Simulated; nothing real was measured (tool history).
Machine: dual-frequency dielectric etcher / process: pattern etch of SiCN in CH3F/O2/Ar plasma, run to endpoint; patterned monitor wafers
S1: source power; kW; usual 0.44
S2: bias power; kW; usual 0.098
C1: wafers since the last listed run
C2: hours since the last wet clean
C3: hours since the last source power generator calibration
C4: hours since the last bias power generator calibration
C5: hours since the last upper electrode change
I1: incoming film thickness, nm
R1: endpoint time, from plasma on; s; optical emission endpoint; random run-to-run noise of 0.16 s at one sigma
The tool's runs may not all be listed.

run 1 hour=0 | S1=0.44 S2=0.098 | C1=0 C2=258 C3=3770.1 C4=2080.1 C5=3363.3 | I1=11.16 | R1=23.4
run 2 hour=22 | S1=0.44 S2=0.098 | C1=381 C2=280 C3=3792.1 C4=2102.1 C5=3385.3 | I1=11.23 | R1=23.5
run 3 hour=42.7 | S1=0.44 S2=0.098 | C1=358 C2=300.7 C3=3812.8 C4=2122.8 C5=3406 | I1=11.19 | R1=23.3
run 4 hour=77.7 | S1=0.48 S2=0.098 | C1=606 C2=335.7 C3=3847.8 C4=2157.8 C5=3441 | I1=11.16 | R1=22.7
run 5 hour=101.1 | S1=0.44 S2=0.098 | C1=405 C2=359.1 C3=3871.2 C4=2181.2 C5=3464.4 | I1=11.21 | R1=23
run 6 hour=115.5 | S1=0.44 S2=0.098 | C1=249 C2=373.5 C3=3885.6 C4=2195.6 C5=3478.8 | I1=11.3 | R1=23.6
run 7 hour=131.4 | S1=0.37 S2=0.079 | C1=275 C2=389.4 C3=3901.5 C4=2211.5 C5=3494.7 | I1=11.21 | R1=27.5
run 8 hour=160.5 | S1=0.37 S2=0.079 | C1=504 C2=418.5 C3=3930.6 C4=2240.6 C5=3523.8 | I1=11.23 | R1=27.3
run 9 hour=178.9 | S1=0.37 S2=0.079 | C1=318 C2=436.9 C3=3949 C4=2259 C5=3542.2 | I1=11.13 | R1=27.1
run 10 hour=193.9 | S1=0.44 S2=0.098 | C1=259 C2=451.9 C3=3964 C4=2274 C5=3557.2 | I1=11.22 | R1=23.4
run 11 hour=215.4 | S1=0.44 S2=0.098 | C1=372 C2=473.4 C3=3985.5 C4=2295.5 C5=3578.7 | I1=11.25 | R1=23
run 12 hour=236.5 | S1=0.44 S2=0.098 | C1=365 C2=494.5 C3=4006.6 C4=2316.6 C5=3599.8 | I1=11.24 | R1=23
run 13 hour=254.7 | S1=0.44 S2=0.098 | C1=315 C2=512.7 C3=4024.8 C4=2334.8 C5=3618 | I1=11.25 | R1=23.2
run 14 hour=280.3 | S1=0.44 S2=0.098 | C1=443 C2=538.3 C3=4050.4 C4=2360.4 C5=3643.6 | I1=11.18 | R1=22.9
-- hour=288.4 source power generator calibrated
run 15 hour=293.5 | S1=0.44 S2=0.098 | C1=159 C2=551.5 C3=5.1 C4=2373.6 C5=3656.8 | I1=11.26 | R1=23
run 16 hour=309.7 | S1=0.44 S2=0.098 | C1=280 C2=567.7 C3=21.3 C4=2389.8 C5=3673 | I1=11.16 | R1=23.1
run 17 hour=330.3 | S1=0.41 S2=0.098 | C1=356 C2=588.3 C3=41.9 C4=2410.4 C5=3693.6 | I1=11.16 | R1=23.3
-- hour=424.1 wet clean of the chamber
run 18 hour=427.4 | S1=0.36 S2=0.098 | C1=1266 C2=3.3 C3=139 C4=2507.5 C5=3790.7 | I1=11.12 | R1=25.9
run 19 hour=462.9 | S1=0.48 S2=0.116 | C1=614 C2=38.8 C3=174.5 C4=2543 C5=3826.2 | I1=11.15 | R1=21.5
-- hour=480.3 bias power generator calibrated
-- hour=490.6 upper electrode replaced
run 20 hour=491.1 | S1=0.55 S2=0.091 | C1=240 C2=67 C3=202.7 C4=10.8 C5=0.5 | I1=11.24 | R1=22.7
run 21 hour=513.5 | S1=0.37 S2=0.106 | C1=388 C2=89.4 C3=225.1 C4=33.2 C5=22.9 | I1=11.2 | R1=24.8
run 22 hour=553.7 | S1=0.38 S2=0.092 | C1=696 C2=129.6 C3=265.3 C4=73.4 C5=63.1 | I1=11.17 | R1=25.9
run 23 hour=575.8 | S1=0.44 S2=0.098 | C1=382 C2=151.7 C3=287.4 C4=95.5 C5=85.2 | I1=11.16 | R1=23.8
run 24 hour=598.9 | S1=0.44 S2=0.098 | C1=400 C2=174.8 C3=310.5 C4=118.6 C5=108.3 | I1=11.13 | R1=23.4
run 25 hour=618 | S1=0.53 S2=0.098 | C1=330 C2=193.9 C3=329.6 C4=137.7 C5=127.4 | I1=11.11 | R1=22.1
run 26 hour=646.4 | S1=0.51 S2=0.098 | C1=491 C2=222.3 C3=358 C4=166.1 C5=155.8 | I1=11.12 | R1=22.1
run 27 hour=666.6 | S1=0.44 S2=0.098 | C1=349 C2=242.5 C3=378.2 C4=186.3 C5=176 | I1=11.16 | R1=23.6
run 28 hour=698.7 | S1=0.55 S2=0.098 | C1=556 C2=274.6 C3=410.3 C4=218.4 C5=208.1 | I1=11.23 | R1=21.8
run 29 hour=722.1 | S1=0.44 S2=0.098 | C1=405 C2=298 C3=433.7 C4=241.8 C5=231.5 | I1=11.16 | R1=23.8
run 30 hour=745.3 | S1=0.44 S2=0.098 | C1=401 C2=321.2 C3=456.9 C4=265 C5=254.7 | I1=11.31 | R1=23.7
run 31 hour=758.3 | S1=0.44 S2=0.121 | C1=225 C2=334.2 C3=469.9 C4=278 C5=267.7 | I1=11.25 | R1=21.5
run 32 hour=784.6 | S1=0.39 S2=0.098 | C1=455 C2=360.5 C3=496.2 C4=304.3 C5=294 | I1=11.19 | R1=24.6
run 33 hour=820.6 | S1=0.44 S2=0.098 | C1=623 C2=396.5 C3=532.2 C4=340.3 C5=330 | I1=11.28 | R1=23.1
run 34 hour=837.5 | S1=0.4 S2=0.104 | C1=292 C2=413.4 C3=549.1 C4=357.2 C5=346.9 | I1=11.23 | R1=23.8

Hidden condition of the tool, last listed run before each entry between runs versus first listed run after:
Logged between run 14 and run 15: source power generator calibrated (hour 288.4)
  etch rate over this chamber's usual, %: 4.95 -> 5.06
  measured less the result without the state, R1: -1.1 -> -1.2 s
Logged between run 17 and run 18: wet clean of the chamber (hour 424.1)
  etch rate over this chamber's usual, %: 5.36 -> 0.15
  measured less the result without the state, R1: -1.3 -> +0 s
Logged between run 19 and run 20: bias power generator calibrated (hour 480.3); upper electrode replaced (hour 490.6)
  etch rate over this chamber's usual, %: 0.442 -> 0.673
  measured less the result without the state, R1: -0.1 -> -0.2 s
